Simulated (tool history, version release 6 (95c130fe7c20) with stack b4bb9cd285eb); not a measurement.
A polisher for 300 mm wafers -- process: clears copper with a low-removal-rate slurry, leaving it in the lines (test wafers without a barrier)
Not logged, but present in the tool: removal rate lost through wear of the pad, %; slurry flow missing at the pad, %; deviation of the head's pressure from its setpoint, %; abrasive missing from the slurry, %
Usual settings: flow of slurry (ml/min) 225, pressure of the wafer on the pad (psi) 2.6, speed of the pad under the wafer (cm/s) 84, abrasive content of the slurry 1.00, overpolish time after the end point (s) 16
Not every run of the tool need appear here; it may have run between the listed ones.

run,day,flow of slurry (ml/min),pressure of the wafer on the pad (psi),speed of the pad under the wafer (cm/s),abrasive content of the slurry,overpolish time after the end point (s),wafers since the last listed run,wafers polished on this pad,hours since the slurry nozzle was cleaned,hours since the head pressure was calibrated,hours since the slurry blender was calibrated,"incoming thickness of the incoming film, nm",time until the end point was called (s),dishing of a wide line in a test structure (angstrom)
1,0.000,225,2.6,84,1.00,16,0,252,22.5,475.1,158.4,219.3,104.8,223
2,1.258,225,2.6,84,1.00,16,296,549,52.7,505.3,188.6,219.5,105.1,222
3,2.354,225,2.6,84,1.00,16,258,807,79.0,531.6,214.9,220.0,106.6,221
4,4.417,225,2.6,84,1.00,16,486,1294,128.5,581.1,264.4,222.0,109.7,216
# day 6.408: slurry blender recalibrated
5,7.275,260,2.6,84,1.00,16,654,1948,197.1,649.7,20.8,220.5,109.6,214
6,9.888,225,2.6,84,1.00,16,615,2564,259.8,712.4,83.5,223.6,118.6,206
# day 12.525: worn pad replaced by a new one
7,12.829,225,2.6,84,1.00,16,654,71,330.4,783.0,154.1,218.5,99.5,226
8,14.025,195,2.6,84,0.85,16,281,353,359.1,811.7,182.8,223.5,113.4,215
9,15.812,195,2.6,84,0.85,16,421,774,402.0,854.6,225.7,221.7,113.6,209
10,18.129,180,2.6,84,1.00,16,546,1321,457.6,910.2,281.3,220.6,109.8,214
# day 18.983: slurry blender recalibrated
# day 20.896: head pressure recalibrated
11,21.079,180,2.6,84,1.00,16,656,1977,528.4,4.4,50.3,216.4,110.3,216
# day 22.483: slurry nozzle cleaned
12,23.304,225,2.6,84,1.00,16,514,2492,19.7,57.8,103.7,217.2,109.2,213
# day 25.996: worn pad replaced by a new one
13,27.825,225,2.6,84,1.00,11,1026,431,128.2,166.3,212.2,220.1,104.3,169
14,29.346,225,2.6,84,1.00,11,358,789,164.7,202.8,248.7,221.8,105.6,165
# day 35.325: slurry blender recalibrated
15,35.971,225,2.6,84,1.00,16,1542,2331,323.7,361.8,15.5,221.1,111.5,214
16,38.012,160,2.6,84,1.30,16,481,2813,372.7,410.8,64.5,219.5,110.1,214
17,39.729,225,2.1,96,1.00,16,404,3218,413.9,452.0,105.7,216.0,119.6,196
# day 41.254: worn pad replaced by a new one
18,41.621,225,3.2,84,1.00,21,406,86,459.3,497.4,151.1,220.3,83.3,319
19,44.312,200,2.3,102,1.00,10,634,720,523.9,562.0,215.7,221.7,98.5,161
20,45.767,275,2.6,60,1.00,16,342,1063,558.8,596.9,250.6,223.9,147.7,172
21,48.750,190,2.6,108,1.25,16,703,1767,630.4,668.5,322.2,219.0,79.6,271
# day 49.779: slurry blender recalibrated
# day 49.971: slurry nozzle cleaned
22,50.021,225,2.6,84,0.80,8,270,2037,1.2,699.0,5.8,216.6,112.5,115
23,52.233,165,2.6,68,0.75,20,521,2559,54.3,752.1,58.9,222.1,157.0,194
# day 57.050: worn pad replaced by a new one
24,60.488,225,2.2,84,0.80,25,1906,810,252.4,950.2,257.0,221.6,132.2,259
# day 62.562: head pressure recalibrated
# day 62.904: slurry blender recalibrated
25,63.342,270,2.6,84,0.70,7,633,1443,320.9,18.7,10.5,219.7,115.8,103
26,65.675,225,2.6,84,1.00,16,550,1993,376.9,74.7,66.5,219.7,111.6,217
27,68.117,225,2.6,84,1.00,16,575,2569,435.5,133.3,125.1,220.6,113.3,217
28,69.238,225,3.0,84,1.10,20,264,2833,462.4,160.2,152.0,220.8,95.5,284
29,70.858,225,2.6,84,1.00,16,382,3215,501.3,199.1,190.9,219.1,114.6,207

Each row is a separate what-if for the run after 29, all from the same tool condition, not one after another. Results?
A,70.879,225,1.8,84,1.00,16,4,3220,501.8,199.6,191.4,218.5,?,?
B,70.879,285,2.6,84,1.00,13,4,3220,501.8,199.6,191.4,218.5,?,?
C,70.879,225,2.6,84,0.85,22,4,3220,501.8,199.6,191.4,218.5,?,?

run,time until the end point was called (s),dishing of a wide line in a test structure (angstrom)
A,167.5,154
B,113.0,182
C,121.8,256
The same runs, with their run-to-run variation unchanged, on a tool lacking any hidden condition would have given:
run,time until the end point was called (s),dishing of a wide line in a test structure (angstrom)
A,147.4,171
B,99.5,201
C,107.2,279
